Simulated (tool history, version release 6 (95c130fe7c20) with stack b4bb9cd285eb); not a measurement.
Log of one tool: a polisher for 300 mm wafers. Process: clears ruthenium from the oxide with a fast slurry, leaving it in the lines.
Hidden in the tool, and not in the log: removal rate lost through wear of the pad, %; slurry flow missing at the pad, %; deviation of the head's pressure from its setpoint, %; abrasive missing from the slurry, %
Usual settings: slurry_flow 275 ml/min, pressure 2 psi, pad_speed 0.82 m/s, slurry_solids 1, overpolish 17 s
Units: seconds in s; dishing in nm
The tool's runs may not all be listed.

run    hour  slurry_flow  pressure  pad_speed  slurry_solids  overpolish  wafers since the last listed run  wafers polished on this pad  hours since the slurry nozzle was cleaned  hours since the head pressure was calibrated  hours since the slurry blender was calibrated  incoming thickness of the incoming film, nm  seconds  dishing
  1       0          275         2       0.82              1          17                                 0                          289                                      274.9                                         279.2                                            321                                        188.7     70.5     37.3
       31.1  -- slurry blender recalibrated
        103  -- slurry nozzle cleaned
  2   103.5          275         2       0.82              1          17                               637                          926                                        0.5                                         382.7                                           72.4                                        189.9     70.3     35.8
  3     176          275         2       0.82              1          17                               460                         1386                                         73                                         455.2                                          144.9                                        190.8     71.9     36.3
  4   220.2          235         2       0.82              1          17                               280                         1667                                      117.2                                         499.4                                          189.1                                        189.3     71.6     35.9
      262.1  -- worn pad replaced by a new one
  5   280.1          235         2       0.82              1          17                               354                          113                                      177.1                                         559.3                                            249                                          192     71.9     35.7
      369.6  -- slurry blender recalibrated
  6   376.5          340         2       0.82              1           9                               598                          712                                      273.5                                         655.7                                            6.9                                        189.3     66.9     21.1
      450.4  -- slurry nozzle cleaned
  7   468.9          340         2       0.82              1           9                               579                         1292                                       18.5                                         748.1                                           99.3                                        190.5     68.8     20.9
  8   531.2          275         2       0.82              1          17                               395                         1688                                       80.8                                         810.4                                          161.6                                        188.2       69     35.5
      572.5  -- worn pad replaced by a new one
      602.2  -- head pressure recalibrated
  9   637.2          275         2       0.82              1          17                               634                          398                                      186.8                                            35                                          267.6                                          188     69.8     35.2
      698.6  -- slurry blender recalibrated
 10   705.6          275         2       0.94              1          20                               421                          819                                      255.2                                         103.4                                              7                                        192.3       63     46.1
 11   771.8          275         2       0.94              1          20                               420                         1239                                      321.4                                         169.6                                           73.2                                        186.8     61.7     45.2
      805.1  -- slurry nozzle cleaned
 12   813.5          340         2       0.82           1.15          17                               258                         1497                                        8.4                                         211.3                                          114.9                                          189     65.1     38.2
 13   914.8          275         2       0.62              1          21                               642                         2140                                      109.7                                         312.6                                          216.2                                        191.9     95.4     33.8
      943.1  -- worn pad replaced by a new one
 14   975.4          310       1.5        0.7              1          24                               359                          204                                      170.3                                         373.2                                          276.8                                        191.9    106.2     34.4
 15  1050.7          275         2       0.94              1          21                               477                          682                                      245.6                                         448.5                                          352.1                                        192.4     62.1     48.7
     1056.6  -- slurry blender recalibrated
 16  1111.2          275         2       0.82            0.9          17                               371                         1053                                      306.1                                           509                                           54.6                                        187.1     71.6     35.2
     1143.4  -- slurry nozzle cleaned
 17  1218.9          355         2       0.74              1          12                               677                         1730                                       75.5                                         616.7                                          162.3                                          186     75.5     24.7
 18  1290.5          275         2       0.82           1.15          27                               454                         2184                                      147.1                                         688.3                                          233.9                                        189.2     66.3     54.3
     1308.8  -- worn pad replaced by a new one
     1405.6  -- slurry blender recalibrated
 19  1408.8          275         2          1            0.9          17                               712                          621                                      265.4                                         806.6                                            3.2                                        189.8     59.5     41.9
 20  1514.7          275         2          1            0.9          17                               671                         1293                                      371.3                                         912.5                                          109.1                                        190.7     60.7     42.7
     1536.9  -- slurry nozzle cleaned
 21  1566.9          275         2       0.82            0.8           8                               324                         1618                                         30                                         964.7                                          161.3                                        190.5     77.5       17
     1591.4  -- head pressure recalibrated
     1618.3  -- worn pad replaced by a new one
 22    1659          275       2.7       0.98              1          17                               546                          258                                      122.1                                          67.6                                          253.4                                        190.1     44.1     53.1
 23  1727.9          275         2       0.82              1          17                               437                          695                                        191                                         136.5                                          322.3                                        189.5     71.1     36.2

4 ways to go on from here, each from the tool as it stands after run 23. What would each give?
  A  1728.4          275         2       0.66              1          17                                 3                          698                                      191.5                                           137                                          322.8                                        189.2        ?        ?
  B  1728.4          300         2       0.62              1          17                                 3                          698                                      191.5                                           137                                          322.8                                        189.2        ?        ?
  C  1728.4          275         2          1            1.2          17                                 3                          698                                      191.5                                           137                                          322.8                                        189.2        ?        ?
  D  1728.4          275         2       0.68              1          17                                 3                          698                                      191.5                                           137                                          322.8                                        189.2        ?        ?

run  seconds  dishing
  A     86.7     29.6
  B     91.1     28.3
  C     54.1     44.4
  D     84.3     30.4
Without the tool's hidden state the same runs would have given:
run  seconds  dishing
  A     86.5     29.7
  B     90.9     28.4
  C       54     44.4
  D     84.1     30.4
